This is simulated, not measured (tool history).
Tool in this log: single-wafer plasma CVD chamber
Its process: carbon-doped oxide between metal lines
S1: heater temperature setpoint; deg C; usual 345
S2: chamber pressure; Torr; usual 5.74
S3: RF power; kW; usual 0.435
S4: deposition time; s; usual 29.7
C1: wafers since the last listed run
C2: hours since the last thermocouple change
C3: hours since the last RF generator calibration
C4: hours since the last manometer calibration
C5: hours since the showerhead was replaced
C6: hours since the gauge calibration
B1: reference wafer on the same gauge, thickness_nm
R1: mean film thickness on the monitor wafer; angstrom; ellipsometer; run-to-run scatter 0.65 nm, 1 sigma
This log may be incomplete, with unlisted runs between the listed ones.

{"run": 1, "day": 0.0, "S1": 345, "S2": 5.74, "S3": 0.435, "S4": 29.7, "C1": 0, "C2": 2952.9, "C3": 1807.9, "C4": 1948.5, "C5": 6919.2, "C6": 760.9, "B1": 120.878, "R1": 1431.5}
{"run": 2, "day": 0.629, "S1": 345, "S2": 5.74, "S3": 0.435, "S4": 29.7, "C1": 512, "C2": 2968.0, "C3": 1823.0, "C4": 1963.6, "C5": 6934.3, "C6": 776.0, "B1": 121.156, "R1": 1435.21}
{"run": 3, "day": 1.425, "S1": 345, "S2": 5.74, "S3": 0.435, "S4": 29.7, "C1": 648, "C2": 2987.1, "C3": 1842.1, "C4": 1982.7, "C5": 6953.4, "C6": 795.1, "B1": 121.165, "R1": 1426.23}
{"day": 2.204, "done": "capacitance manometer re-zeroed and calibrated"}
{"run": 4, "day": 2.225, "S1": 345, "S2": 5.74, "S3": 0.435, "S4": 29.7, "C1": 380, "C2": 3006.3, "C3": 1861.3, "C4": 0.5, "C5": 6972.6, "C6": 814.3, "B1": 121.04, "R1": 1433.35}
{"run": 5, "day": 3.367, "S1": 345, "S2": 5.74, "S3": 0.435, "S4": 29.7, "C1": 930, "C2": 3033.7, "C3": 1888.7, "C4": 27.9, "C5": 7000.0, "C6": 841.7, "B1": 120.893, "R1": 1441.38}
{"day": 4.008, "done": "showerhead replaced"}
{"run": 6, "day": 4.029, "S1": 345, "S2": 5.74, "S3": 0.435, "S4": 26.4, "C1": 268, "C2": 3049.6, "C3": 1904.6, "C4": 43.8, "C5": 0.5, "C6": 857.6, "B1": 121.072, "R1": 1271.85}
{"run": 7, "day": 5.192, "S1": 345, "S2": 5.74, "S3": 0.435, "S4": 29.7, "C1": 947, "C2": 3077.5, "C3": 1932.5, "C4": 71.7, "C5": 28.4, "C6": 885.5, "B1": 120.95, "R1": 1433.46}
{"run": 8, "day": 6.012, "S1": 345, "S2": 5.74, "S3": 0.435, "S4": 31.8, "C1": 668, "C2": 3097.2, "C3": 1952.2, "C4": 91.4, "C5": 48.1, "C6": 905.2, "B1": 120.829, "R1": 1528.75}
{"run": 9, "day": 7.071, "S1": 349, "S2": 7.02, "S3": 0.435, "S4": 29.7, "C1": 862, "C2": 3122.6, "C3": 1977.6, "C4": 116.8, "C5": 73.5, "C6": 930.6, "B1": 121.016, "R1": 1442.08}
{"day": 8.05, "done": "thermocouple changed; heater temperature recalibrated"}
{"run": 10, "day": 8.071, "S1": 345, "S2": 6.52, "S3": 0.385, "S4": 25.2, "C1": 543, "C2": 0.5, "C3": 2001.6, "C4": 140.8, "C5": 97.5, "C6": 954.6, "B1": 120.898, "R1": 1156.79}
{"run": 11, "day": 8.675, "S1": 345, "S2": 5.74, "S3": 0.465, "S4": 27.0, "C1": 492, "C2": 15.0, "C3": 2016.1, "C4": 155.3, "C5": 112.0, "C6": 969.1, "B1": 120.947, "R1": 1354.87}
{"day": 9.5, "done": "gauge calibrated"}
{"run": 12, "day": 9.946, "S1": 345, "S2": 4.46, "S3": 0.405, "S4": 29.7, "C1": 1035, "C2": 45.5, "C3": 2046.6, "C4": 185.8, "C5": 142.5, "C6": 10.7, "B1": 121.034, "R1": 1306.77}
{"run": 13, "day": 11.292, "S1": 345, "S2": 5.74, "S3": 0.435, "S4": 34.0, "C1": 1096, "C2": 77.8, "C3": 2078.9, "C4": 218.1, "C5": 174.8, "C6": 43.0, "B1": 120.963, "R1": 1634.4}
{"run": 14, "day": 12.046, "S1": 345, "S2": 6.18, "S3": 0.435, "S4": 33.8, "C1": 614, "C2": 95.9, "C3": 2097.0, "C4": 236.2, "C5": 192.9, "C6": 61.1, "B1": 120.916, "R1": 1650.11}
{"run": 15, "day": 12.862, "S1": 356, "S2": 5.74, "S3": 0.375, "S4": 29.7, "C1": 665, "C2": 115.5, "C3": 2116.6, "C4": 255.8, "C5": 212.5, "C6": 80.7, "B1": 120.944, "R1": 1290.47}
{"run": 16, "day": 13.717, "S1": 341, "S2": 6.12, "S3": 0.435, "S4": 29.7, "C1": 695, "C2": 136.0, "C3": 2137.1, "C4": 276.3, "C5": 233.0, "C6": 101.2, "B1": 121.05, "R1": 1463.99}
{"run": 17, "day": 15.146, "S1": 350, "S2": 5.21, "S3": 0.495, "S4": 29.7, "C1": 1164, "C2": 170.3, "C3": 2171.4, "C4": 310.6, "C5": 267.3, "C6": 135.5, "B1": 121.038, "R1": 1471.41}
{"run": 18, "day": 16.088, "S1": 345, "S2": 5.74, "S3": 0.365, "S4": 29.7, "C1": 767, "C2": 192.9, "C3": 2194.0, "C4": 333.2, "C5": 289.9, "C6": 158.1, "B1": 121.194, "R1": 1295.12}
{"run": 19, "day": 17.012, "S1": 345, "S2": 5.74, "S3": 0.435, "S4": 29.7, "C1": 753, "C2": 215.1, "C3": 2216.2, "C4": 355.4, "C5": 312.1, "C6": 180.3, "B1": 121.047, "R1": 1432.8}
{"day": 17.625, "done": "RF generator calibrated"}
{"run": 20, "day": 18.221, "S1": 334, "S2": 5.74, "S3": 0.47, "S4": 31.6, "C1": 712, "C2": 244.1, "C3": 14.3, "C4": 384.4, "C5": 341.1, "C6": 209.3, "B1": 120.989, "R1": 1644.86}
{"run": 21, "day": 19.588, "S1": 345, "S2": 5.74, "S3": 0.435, "S4": 29.7, "C1": 1113, "C2": 276.9, "C3": 47.1, "C4": 417.2, "C5": 373.9, "C6": 242.1, "B1": 121.081, "R1": 1428.55}
{"run": 22, "day": 20.767, "S1": 345, "S2": 5.74, "S3": 0.435, "S4": 29.7, "C1": 960, "C2": 305.2, "C3": 75.4, "C4": 445.5, "C5": 402.2, "C6": 270.4, "B1": 120.867, "R1": 1424.37}
{"run": 23, "day": 21.833, "S1": 345, "S2": 5.74, "S3": 0.435, "S4": 29.7, "C1": 869, "C2": 330.8, "C3": 101.0, "C4": 471.1, "C5": 427.8, "C6": 296.0, "B1": 120.998, "R1": 1439.61}
{"run": 24, "day": 23.279, "S1": 345, "S2": 5.74, "S3": 0.52, "S4": 29.7, "C1": 1177, "C2": 365.5, "C3": 135.7, "C4": 505.8, "C5": 462.5, "C6": 330.7, "B1": 121.139, "R1": 1573.85}
{"run": 25, "day": 24.096, "S1": 333, "S2": 5.74, "S3": 0.435, "S4": 29.7, "C1": 665, "C2": 385.1, "C3": 155.3, "C4": 525.4, "C5": 482.1, "C6": 350.3, "B1": 121.018, "R1": 1494.06}
{"run": 26, "day": 24.946, "S1": 357, "S2": 4.7, "S3": 0.47, "S4": 33.0, "C1": 692, "C2": 405.5, "C3": 175.7, "C4": 545.8, "C5": 502.5, "C6": 370.7, "B1": 121.174, "R1": 1541.86}
{"run": 27, "day": 26.296, "S1": 358, "S2": 4.56, "S3": 0.505, "S4": 31.9, "C1": 1099, "C2": 437.9, "C3": 208.1, "C4": 578.2, "C5": 534.9, "C6": 403.1, "B1": 121.025, "R1": 1527.08}
{"run": 28, "day": 27.5, "S1": 338, "S2": 5.74, "S3": 0.435, "S4": 29.7, "C1": 981, "C2": 466.8, "C3": 237.0, "C4": 607.1, "C5": 563.8, "C6": 432.0, "B1": 121.108, "R1": 1466.5}
{"run": 29, "day": 28.325, "S1": 345, "S2": 5.74, "S3": 0.435, "S4": 29.7, "C1": 672, "C2": 486.6, "C3": 256.8, "C4": 626.9, "C5": 583.6, "C6": 451.8, "B1": 121.054, "R1": 1432.53}

Branching from run 29: 3 alternative next runs. What would each branch give?
{"run": "A", "day": 28.342, "S1": 360, "S2": 5.74, "S3": 0.435, "S4": 29.7, "C1": 13, "C2": 487.0, "C3": 257.2, "C4": 627.3, "C5": 584.0, "C6": 452.2, "B1": "?", "R1": "?"}
{"run": "B", "day": 28.342, "S1": 345, "S2": 4.35, "S3": 0.435, "S4": 25.2, "C1": 13, "C2": 487.0, "C3": 257.2, "C4": 627.3, "C5": 584.0, "C6": 452.2, "B1": "?", "R1": "?"}
{"run": "C", "day": 28.342, "S1": 345, "S2": 5.74, "S3": 0.435, "S4": 31.3, "C1": 13, "C2": 487.0, "C3": 257.2, "C4": 627.3, "C5": 584.0, "C6": 452.2, "B1": "?", "R1": "?"}

run=A B1=120.938 R1=1369.46
run=B B1=120.938 R1=1147.89
run=C B1=120.938 R1=1506.12
With the hidden condition removed and each run's random variation left untouched, the same runs would have given:
run=A R1=1369.46
run=B R1=1147.89
run=C R1=1506.12

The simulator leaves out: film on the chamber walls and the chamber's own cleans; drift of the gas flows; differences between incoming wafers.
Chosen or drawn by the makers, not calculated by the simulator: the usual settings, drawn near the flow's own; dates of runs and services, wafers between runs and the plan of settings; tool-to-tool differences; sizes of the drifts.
